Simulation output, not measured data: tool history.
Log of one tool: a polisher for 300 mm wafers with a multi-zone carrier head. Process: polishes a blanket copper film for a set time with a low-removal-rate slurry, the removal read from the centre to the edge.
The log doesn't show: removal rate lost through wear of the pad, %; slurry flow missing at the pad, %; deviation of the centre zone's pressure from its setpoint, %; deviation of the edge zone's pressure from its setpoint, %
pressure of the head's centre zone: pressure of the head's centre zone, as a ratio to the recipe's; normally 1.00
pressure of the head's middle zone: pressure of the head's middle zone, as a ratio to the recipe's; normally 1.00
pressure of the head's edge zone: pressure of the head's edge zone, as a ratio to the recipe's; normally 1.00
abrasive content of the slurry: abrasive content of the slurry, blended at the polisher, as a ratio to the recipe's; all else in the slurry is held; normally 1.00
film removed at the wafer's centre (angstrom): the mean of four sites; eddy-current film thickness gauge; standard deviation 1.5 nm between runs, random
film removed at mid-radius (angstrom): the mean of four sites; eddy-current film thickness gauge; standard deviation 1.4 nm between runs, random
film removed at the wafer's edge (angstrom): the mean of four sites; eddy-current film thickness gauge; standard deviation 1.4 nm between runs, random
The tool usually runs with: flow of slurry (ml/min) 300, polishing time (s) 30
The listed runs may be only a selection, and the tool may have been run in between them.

| run | day | flow of slurry (ml/min) | pressure of the head's centre zone | pressure of the head's middle zone | pressure of the head's edge zone | abrasive content of the slurry | polishing time (s) | wafers since the last listed run | wafers polished on this pad | hours since the slurry nozzle was cleaned | hours since the centre zone pressure was calibrated | hours since the edge zone pressure was calibrated | hours since the carrier head's membrane was replaced | incoming thickness of the incoming film, nm | film removed at the wafer's centre (angstrom) | film removed at mid-radius (angstrom) | film removed at the wafer's edge (angstrom) |
|---|---|---|---|---|---|---|---|---|---|---|---|---|---|---|---|---|---|
| 1 | 0.000 | 300 | 1.00 | 1.00 | 1.00 | 1.00 | 30 | 0 | 637 | 525.5 | 93.7 | 175.2 | 1134.8 | 634.9 | 1411 | 1409 | 1382 |
| 2 | 2.596 | 300 | 1.00 | 1.00 | 1.00 | 1.00 | 30 | 439 | 1077 | 587.8 | 156.0 | 237.5 | 1197.1 | 637.3 | 1424 | 1402 | 1412 |
| 3 | 3.921 | 300 | 1.00 | 1.00 | 1.00 | 1.00 | 30 | 224 | 1301 | 619.6 | 187.8 | 269.3 | 1228.9 | 625.6 | 1392 | 1425 | 1438 |
| 4 | 5.150 | 300 | 1.07 | 1.00 | 1.00 | 1.00 | 34 | 208 | 1510 | 649.1 | 217.3 | 298.8 | 1258.4 | 629.1 | 1682 | 1594 | 1598 |
| 5 | 7.338 | 300 | 1.00 | 1.00 | 1.00 | 1.00 | 30 | 370 | 1880 | 701.6 | 269.8 | 351.3 | 1310.9 | 626.9 | 1395 | 1416 | 1416 |
|  | 8.242 | slurry nozzle cleaned |
| 6 | 9.362 | 300 | 1.00 | 1.05 | 0.97 | 1.00 | 35 | 336 | 2216 | 26.9 | 318.4 | 399.9 | 1359.5 | 632.2 | 1624 | 1729 | 1617 |
| 7 | 10.808 | 300 | 1.00 | 1.00 | 1.00 | 1.00 | 30 | 244 | 2461 | 61.6 | 353.1 | 434.6 | 1394.2 | 631.2 | 1428 | 1452 | 1409 |
|  | 11.162 | worn pad replaced by a new one |
| 8 | 12.846 | 395 | 1.00 | 1.00 | 1.00 | 1.00 | 30 | 317 | 285 | 110.5 | 402.0 | 483.5 | 1443.1 | 631.0 | 1454 | 1436 | 1457 |
| 9 | 14.854 | 395 | 1.00 | 0.92 | 1.00 | 1.30 | 37 | 340 | 625 | 158.7 | 450.2 | 531.7 | 1491.3 | 631.7 | 1867 | 1762 | 1885 |
| 10 | 17.362 | 300 | 1.00 | 1.00 | 0.95 | 1.00 | 30 | 425 | 1050 | 218.9 | 510.4 | 591.9 | 1551.5 | 640.2 | 1392 | 1417 | 1368 |
| 11 | 20.312 | 385 | 0.93 | 1.00 | 1.00 | 1.25 | 30 | 499 | 1550 | 289.7 | 581.2 | 662.7 | 1622.3 | 636.4 | 1408 | 1528 | 1499 |
| 12 | 21.667 | 300 | 1.00 | 1.00 | 0.95 | 1.00 | 30 | 229 | 1779 | 322.2 | 613.7 | 695.2 | 1654.8 | 630.2 | 1388 | 1428 | 1366 |
|  | 22.429 | carrier head's membrane replaced by a new one |
| 13 | 23.621 | 300 | 1.00 | 1.00 | 1.05 | 1.00 | 30 | 295 | 2075 | 369.1 | 660.6 | 742.1 | 28.6 | 619.5 | 1405 | 1412 | 1439 |
|  | 26.133 | worn pad replaced by a new one |
| 14 | 26.571 | 300 | 1.00 | 1.00 | 1.00 | 1.00 | 30 | 471 | 73 | 439.9 | 731.4 | 812.9 | 99.4 | 630.8 | 1422 | 1416 | 1402 |
|  | 27.408 | edge zone pressure recalibrated |
| 15 | 29.388 | 300 | 1.00 | 1.11 | 1.00 | 1.00 | 30 | 463 | 537 | 507.5 | 799.0 | 47.5 | 167.0 | 638.6 | 1392 | 1517 | 1394 |
| 16 | 30.429 | 300 | 1.00 | 1.00 | 1.11 | 1.00 | 30 | 176 | 713 | 532.5 | 824.0 | 72.5 | 192.0 | 630.0 | 1392 | 1417 | 1484 |
| 17 | 31.708 | 300 | 1.00 | 1.00 | 1.00 | 1.00 | 30 | 216 | 930 | 563.2 | 854.7 | 103.2 | 222.7 | 623.9 | 1412 | 1437 | 1410 |
| 18 | 33.596 | 300 | 0.90 | 1.00 | 1.12 | 1.00 | 30 | 319 | 1250 | 608.5 | 900.0 | 148.5 | 268.0 | 622.9 | 1307 | 1454 | 1524 |
|  | 36.621 | slurry nozzle cleaned |
| 19 | 38.162 | 300 | 1.00 | 1.06 | 1.00 | 1.00 | 37 | 766 | 2016 | 37.0 | 1009.6 | 258.1 | 377.6 | 629.0 | 1754 | 1836 | 1734 |
| 20 | 40.683 | 300 | 1.00 | 1.00 | 1.00 | 1.00 | 30 | 427 | 2443 | 97.5 | 1070.1 | 318.6 | 438.1 | 630.0 | 1411 | 1402 | 1403 |
| 21 | 42.004 | 300 | 1.00 | 1.00 | 1.00 | 1.00 | 39 | 223 | 2667 | 129.2 | 1101.8 | 350.3 | 469.8 | 625.2 | 1815 | 1842 | 1803 |
|  | 42.258 | worn pad replaced by a new one |
|  | 42.983 | centre zone pressure recalibrated |
| 22 | 44.288 | 260 | 1.00 | 1.00 | 1.00 | 0.90 | 24 | 344 | 330 | 184.0 | 31.3 | 405.1 | 524.6 | 629.4 | 1079 | 1087 | 1092 |

3 ways to go on from here, each from the tool as it stands after run 22. What would each give?
| A | 44.304 | 300 | 1.00 | 1.00 | 1.00 | 1.00 | 21 | 2 | 332 | 184.4 | 31.7 | 405.5 | 525.0 | 633.7 | ? | ? | ? |
| B | 44.304 | 300 | 1.00 | 1.00 | 1.00 | 0.70 | 30 | 2 | 332 | 184.4 | 31.7 | 405.5 | 525.0 | 633.7 | ? | ? | ? |
| C | 44.304 | 300 | 1.00 | 1.04 | 1.00 | 1.00 | 30 | 2 | 332 | 184.4 | 31.7 | 405.5 | 525.0 | 633.7 | ? | ? | ? |

| run | film removed at the wafer's centre (angstrom) | film removed at mid-radius (angstrom) | film removed at the wafer's edge (angstrom) |
|---|---|---|---|
| A | 982 | 1004 | 977 |
| B | 1304 | 1332 | 1297 |
| C | 1404 | 1475 | 1396 |
Stripped of hidden state, with their random variation kept, the same runs would have yielded:
| run | film removed at the wafer's centre (angstrom) | film removed at mid-radius (angstrom) | film removed at the wafer's edge (angstrom) |
|---|---|---|---|
| A | 982 | 1004 | 977 |
| B | 1304 | 1332 | 1297 |
| C | 1404 | 1475 | 1396 |
